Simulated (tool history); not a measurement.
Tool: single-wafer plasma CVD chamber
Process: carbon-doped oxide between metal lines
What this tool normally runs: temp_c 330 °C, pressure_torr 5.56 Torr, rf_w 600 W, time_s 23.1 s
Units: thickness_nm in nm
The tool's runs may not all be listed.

run	hour	temp_c	pressure_torr	rf_w	time_s	read-back reference wafer on the same gauge, thickness_nm	thickness_nm
1	0	330	5.21	600	23.1	129.035	148.634
# hour 5.9: gauge calibrated
2	16.1	330	5.21	600	23.1	129.003	148.312
3	34	330	5.21	600	23.1	128.975	148.534
4	67.5	319	5.56	600	25.9	129.059	174.628
5	92.2	330	5.56	600	24.3	128.973	157.229
6	105.6	330	5.56	600	24.3	128.99	157.067
7	122.6	330	5.56	600	24.3	128.933	156.866
8	160.6	330	6.19	565	23.1	129.013	142.715
9	199.7	330	6.19	565	23.1	129.02	142.819
10	243.1	330	6.19	565	23.1	129.045	142.535
11	261.3	330	6.3	600	23.1	128.98	150.396
# hour 329.7: thermocouple changed; heater temperature recalibrated
# hour 353.6: gauge calibrated
12	369.2	321	6.33	485	26.2	128.965	145.245
# hour 384.8: capacitance manometer re-zeroed and calibrated
13	394.1	330	6.3	600	23.1	128.982	149.438
# hour 413: RF generator calibrated
14	415.4	337	4.84	495	20.1	129.079	107.883
15	430.1	330	6.5	650	23.1	128.978	164.478
16	449.8	319	6.13	560	20	129.094	131.695
# hour 480.8: showerhead replaced
17	481.3	338	6.65	555	27.3	128.999	165.039
18	503.8	342	5.56	655	23.1	129.034	156.338
19	520.7	330	5.56	600	24.3	128.952	160.034
20	555	324	4.49	600	23.1	129.03	153.009
21	575.7	323	5.56	600	25.3	129.034	170.485
22	607	330	5.56	490	19.3	128.998	106.521

3 ways to go on from here, each from the tool as it stands after run 22. What would each give?
A	607.4	330	5.56	600	23.1	?	?
B	607.4	339	4.89	705	23.1	?	?
C	607.4	336	5.56	600	23.1	?	?

run	read-back reference wafer on the same gauge, thickness_nm	thickness_nm
A	129.049	151.814
B	129.049	165.008
C	129.049	148.399
The same runs, with their run-to-run variation unchanged, on a tool lacking any hidden condition would have given:
run	thickness_nm
A	152.416
B	165.648
C	148.987
